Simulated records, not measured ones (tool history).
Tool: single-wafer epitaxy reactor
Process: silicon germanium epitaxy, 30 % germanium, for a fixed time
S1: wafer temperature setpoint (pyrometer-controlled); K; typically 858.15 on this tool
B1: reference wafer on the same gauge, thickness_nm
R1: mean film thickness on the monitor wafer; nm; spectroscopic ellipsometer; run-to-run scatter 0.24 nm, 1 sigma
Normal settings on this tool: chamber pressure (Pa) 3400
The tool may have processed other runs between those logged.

Run 1, hour 0: usual settings but S1 847.15 K; B1 56.403. Result: R1 37.252 nm.
Run 2, hour 96.9: usual settings but S1 847.15 K; B1 56.314. Result: R1 37.493 nm.
Run 3, hour 128.8: usual settings but chamber pressure (Pa) 2800; B1 56.27. Result: R1 42.33 nm.
Run 4, hour 141.6: usual settings but chamber pressure (Pa) 2800; B1 56.281. Result: R1 42.507 nm.
Run 5, hour 163.8: usual settings; B1 56.333. Result: R1 47.418 nm.
Run 6, hour 184.9: usual settings; B1 56.376. Result: R1 47.474 nm.
Run 7, hour 198.9: usual settings; B1 56.165. Result: R1 47.717 nm.
Run 8, hour 217.2: usual settings; B1 56.259. Result: R1 46.994 nm.
Run 9, hour 252.7: usual settings; B1 56.384. Result: R1 47.453 nm.
Run 10, hour 277.3: usual settings; B1 56.246. Result: R1 47.184 nm.
At hour 291.8: capacitance manometer re-zeroed and calibrated.
Run 11, hour 304.5: usual settings; B1 56.363. Result: R1 50.02 nm.
Run 12, hour 317.2: usual settings; B1 56.355. Result: R1 49.334 nm.
Run 13, hour 341: usual settings; B1 56.398. Result: R1 49.563 nm.
Run 14, hour 357.7: usual settings; B1 56.286. Result: R1 49.486 nm.
Run 15, hour 380.6: usual settings; B1 56.171. Result: R1 49.395 nm.
Run 16, hour 411.8: usual settings; B1 56.302. Result: R1 49.238 nm.
Run 17, hour 441.5: usual settings; B1 56.189. Result: R1 48.87 nm.
Run 18, hour 461.6: usual settings but S1 844.15 K, chamber pressure (Pa) 3973; B1 56.304. Result: R1 38.916 nm.
Run 19, hour 483.4: usual settings; B1 56.207. Result: R1 49.115 nm.
Run 20, hour 514: usual settings; B1 56.283. Result: R1 48.746 nm.
At hour 539.4: showerhead replaced.
At hour 542: pyrometer calibrated.
Run 21, hour 542.5: usual settings; B1 56.292. Result: R1 48.507 nm.
Run 22, hour 557.8: usual settings but chamber pressure (Pa) 4120; B1 56.325. Result: R1 54.338 nm.
Run 23, hour 591.5: usual settings but S1 873.15 K, chamber pressure (Pa) 3026; B1 56.202. Result: R1 61.829 nm.
Run 24, hour 620.4: usual settings but S1 848.15 K, chamber pressure (Pa) 3666; B1 56.32. Result: R1 40.603 nm.
At hour 639: gauge calibrated.
Run 25, hour 656.4: usual settings but S1 872.15 K, chamber pressure (Pa) 2973; B1 56.31. Result: R1 60.112 nm.
Run 26, hour 690.2: usual settings but S1 852.15 K; B1 56.341. Result: R1 42.222 nm.
Run 27, hour 711.1: usual settings but S1 870.15 K, chamber pressure (Pa) 4253; B1 56.206. Result: R1 69.884 nm.
Run 28, hour 735.5: usual settings but S1 868.15 K, chamber pressure (Pa) 2600; B1 56.341. Result: R1 51.284 nm.
Run 29, hour 769.9: usual settings but S1 863.15 K, chamber pressure (Pa) 3080; B1 56.298. Result: R1 50.953 nm.
Run 30, hour 784.5: usual settings but S1 864.15 K, chamber pressure (Pa) 2573; B1 56.238. Result: R1 46.96 nm.
Run 31, hour 797.3: usual settings but S1 847.15 K, chamber pressure (Pa) 4040; B1 56.277. Result: R1 41.268 nm.
Run 32, hour 822.3: usual settings but S1 871.15 K; B1 56.121. Result: R1 63.059 nm.
Run 33, hour 844.4: usual settings; B1 56.302. Result: R1 47.762 nm.
Run 34, hour 861.9: usual settings; B1 56.272. Result: R1 47.908 nm.
Run 35, hour 883.4: usual settings but S1 851.15 K; B1 56.353. Result: R1 41.2 nm.
Run 36, hour 898.5: usual settings; B1 56.402. Result: R1 48.227 nm.

3 ways to go on from here, each from the tool as it stands after run 36. What would each give?
Run A, hour 898.9: usual settings but chamber pressure (Pa) 3720; B1 ?. Result: R1 ?.
Run B, hour 898.9: usual settings but S1 864.15 K, chamber pressure (Pa) 3893; B1 ?. Result: R1 ?.
Run C, hour 898.9: usual settings but S1 867.15 K, chamber pressure (Pa) 4226; B1 ?. Result: R1 ?.

run      B1      R1
  A  56.286  50.653
  B  56.286  59.008
  C  56.286  65.636
Take away the tool's hidden state, keep each run's random variation, and the runs would have read:
run      R1
  A   52.54
  B  61.207
  C  68.082
